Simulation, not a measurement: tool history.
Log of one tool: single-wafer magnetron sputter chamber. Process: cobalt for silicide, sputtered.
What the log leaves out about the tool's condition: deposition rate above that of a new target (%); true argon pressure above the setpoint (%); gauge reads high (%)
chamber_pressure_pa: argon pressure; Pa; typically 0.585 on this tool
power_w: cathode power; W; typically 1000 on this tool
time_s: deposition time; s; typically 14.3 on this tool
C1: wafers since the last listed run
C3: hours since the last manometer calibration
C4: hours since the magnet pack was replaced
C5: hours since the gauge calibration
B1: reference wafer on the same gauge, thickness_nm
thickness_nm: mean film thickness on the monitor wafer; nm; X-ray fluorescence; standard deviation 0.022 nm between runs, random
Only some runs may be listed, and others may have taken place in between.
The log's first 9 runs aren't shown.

-- hour=355.6 gauge calibrated
run 10 hour=358.1 | chamber_pressure_pa=0.585 power_w=1000 time_s=12.7 | C1=1030 wafers_on_the_sputter_target=4629 C3=1113.7 C4=5093.8 C5=2.5 | B1=7.662 | thickness_nm=5.929
run 11 hour=377.3 | chamber_pressure_pa=0.585 power_w=1000 time_s=14.3 | C1=588 wafers_on_the_sputter_target=5218 C3=1132.9 C4=5113.0 C5=21.7 | B1=7.657 | thickness_nm=6.647
run 12 hour=396.1 | chamber_pressure_pa=0.585 power_w=1000 time_s=14.3 | C1=576 wafers_on_the_sputter_target=5795 C3=1151.7 C4=5131.8 C5=40.5 | B1=7.665 | thickness_nm=6.657
run 13 hour=428.5 | chamber_pressure_pa=0.462 power_w=1000 time_s=13.1 | C1=993 wafers_on_the_sputter_target=6788 C3=1184.1 C4=5164.2 C5=72.9 | B1=7.669 | thickness_nm=6.291
run 14 hour=459.5 | chamber_pressure_pa=0.462 power_w=1000 time_s=13.1 | C1=950 wafers_on_the_sputter_target=7739 C3=1215.1 C4=5195.2 C5=103.9 | B1=7.654 | thickness_nm=6.260
run 15 hour=493.1 | chamber_pressure_pa=0.585 power_w=1000 time_s=14.3 | C1=1030 wafers_on_the_sputter_target=8769 C3=1248.7 C4=5228.8 C5=137.5 | B1=7.651 | thickness_nm=6.613
-- hour=527.8 sputter target and shields replaced
run 16 hour=598.9 | chamber_pressure_pa=0.585 power_w=1000 time_s=14.3 | C1=2999 wafers_on_the_sputter_target=2180 C3=1354.5 C4=5334.6 C5=243.3 | B1=7.666 | thickness_nm=6.750
run 17 hour=612.9 | chamber_pressure_pa=0.585 power_w=1000 time_s=14.3 | C1=429 wafers_on_the_sputter_target=2610 C3=1368.5 C4=5348.6 C5=257.3 | B1=7.658 | thickness_nm=6.703
-- hour=629.4 capacitance manometer re-zeroed and calibrated
run 18 hour=631.5 | chamber_pressure_pa=0.463 power_w=1100 time_s=14.3 | C1=325 wafers_on_the_sputter_target=2935 C3=2.1 C4=5367.2 C5=275.9 | B1=7.660 | thickness_nm=7.446
-- hour=666.1 magnet pack replaced
run 19 hour=666.6 | chamber_pressure_pa=0.585 power_w=750 time_s=15.3 | C1=831 wafers_on_the_sputter_target=3766 C3=37.2 C4=0.5 C5=311.0 | B1=7.657 | thickness_nm=5.229
run 20 hour=693.3 | chamber_pressure_pa=0.373 power_w=1000 time_s=13.2 | C1=818 wafers_on_the_sputter_target=4585 C3=63.9 C4=27.2 C5=337.7 | B1=7.652 | thickness_nm=6.396
run 21 hour=709.9 | chamber_pressure_pa=0.682 power_w=1000 time_s=14.3 | C1=509 wafers_on_the_sputter_target=5094 C3=80.5 C4=43.8 C5=354.3 | B1=7.659 | thickness_nm=6.350
run 22 hour=740.7 | chamber_pressure_pa=0.585 power_w=1000 time_s=12.4 | C1=944 wafers_on_the_sputter_target=6038 C3=111.3 C4=74.6 C5=385.1 | B1=7.655 | thickness_nm=5.662
run 23 hour=769.0 | chamber_pressure_pa=0.747 power_w=1000 time_s=14.3 | C1=867 wafers_on_the_sputter_target=6906 C3=139.6 C4=102.9 C5=413.4 | B1=7.661 | thickness_nm=6.195
run 24 hour=787.5 | chamber_pressure_pa=0.432 power_w=1200 time_s=12.2 | C1=567 wafers_on_the_sputter_target=7473 C3=158.1 C4=121.4 C5=431.9 | B1=7.650 | thickness_nm=6.913
-- hour=798.8 sputter target and shields replaced
run 25 hour=820.9 | chamber_pressure_pa=0.585 power_w=1000 time_s=14.3 | C1=778 wafers_on_the_sputter_target=678 C3=191.5 C4=154.8 C5=465.3 | B1=7.671 | thickness_nm=6.563
run 26 hour=838.8 | chamber_pressure_pa=0.585 power_w=1200 time_s=12.7 | C1=548 wafers_on_the_sputter_target=1227 C3=209.4 C4=172.7 C5=483.2 | B1=7.661 | thickness_nm=7.016
run 27 hour=872.1 | chamber_pressure_pa=0.415 power_w=850 time_s=11.8 | C1=1021 wafers_on_the_sputter_target=2248 C3=242.7 C4=206.0 C5=516.5 | B1=7.661 | thickness_nm=4.826
run 28 hour=891.5 | chamber_pressure_pa=0.585 power_w=1000 time_s=14.3 | C1=594 wafers_on_the_sputter_target=2843 C3=262.1 C4=225.4 C5=535.9 | B1=7.659 | thickness_nm=6.539
run 29 hour=916.3 | chamber_pressure_pa=0.660 power_w=1000 time_s=16.9 | C1=760 wafers_on_the_sputter_target=3604 C3=286.9 C4=250.2 C5=560.7 | B1=7.660 | thickness_nm=7.624
run 30 hour=934.0 | chamber_pressure_pa=0.585 power_w=1000 time_s=14.3 | C1=542 wafers_on_the_sputter_target=4147 C3=304.6 C4=267.9 C5=578.4 | B1=7.665 | thickness_nm=6.567
run 31 hour=968.4 | chamber_pressure_pa=0.585 power_w=1000 time_s=16.1 | C1=1054 wafers_on_the_sputter_target=5202 C3=339.0 C4=302.3 C5=612.8 | B1=7.669 | thickness_nm=7.341
run 32 hour=997.7 | chamber_pressure_pa=0.585 power_w=1000 time_s=14.3 | C1=898 wafers_on_the_sputter_target=6100 C3=368.3 C4=331.6 C5=642.1 | B1=7.664 | thickness_nm=6.517
-- hour=1005.3 gauge calibrated
run 33 hour=1017.5 | chamber_pressure_pa=0.585 power_w=1000 time_s=13.5 | C1=607 wafers_on_the_sputter_target=6707 C3=388.1 C4=351.4 C5=12.2 | B1=7.663 | thickness_nm=6.181

Forecast each of these 5 alternatives for the next run:
run A hour=1017.9 | chamber_pressure_pa=0.585 power_w=1000 time_s=14.3 | C1=12 wafers_on_the_sputter_target=6720 C3=388.5 C4=351.8 C5=12.6 | B1=? | thickness_nm=?
run B hour=1017.9 | chamber_pressure_pa=0.745 power_w=1100 time_s=14.3 | C1=12 wafers_on_the_sputter_target=6720 C3=388.5 C4=351.8 C5=12.6 | B1=? | thickness_nm=?
run C hour=1017.9 | chamber_pressure_pa=0.455 power_w=800 time_s=12.0 | C1=12 wafers_on_the_sputter_target=6720 C3=388.5 C4=351.8 C5=12.6 | B1=? | thickness_nm=?
run D hour=1017.9 | chamber_pressure_pa=0.585 power_w=1000 time_s=12.9 | C1=12 wafers_on_the_sputter_target=6720 C3=388.5 C4=351.8 C5=12.6 | B1=? | thickness_nm=?
run E hour=1017.9 | chamber_pressure_pa=0.585 power_w=900 time_s=14.3 | C1=12 wafers_on_the_sputter_target=6720 C3=388.5 C4=351.8 C5=12.6 | B1=? | thickness_nm=?

run=A B1=7.661 thickness_nm=6.531
run=B B1=7.661 thickness_nm=6.878
run=C B1=7.661 thickness_nm=4.545
run=D B1=7.661 thickness_nm=5.892
run=E B1=7.661 thickness_nm=5.878
What these runs would have given with no unlogged condition in the tool:
run=A thickness_nm=6.618
run=B thickness_nm=6.967
run=C thickness_nm=4.607
run=D thickness_nm=5.970
run=E thickness_nm=5.957
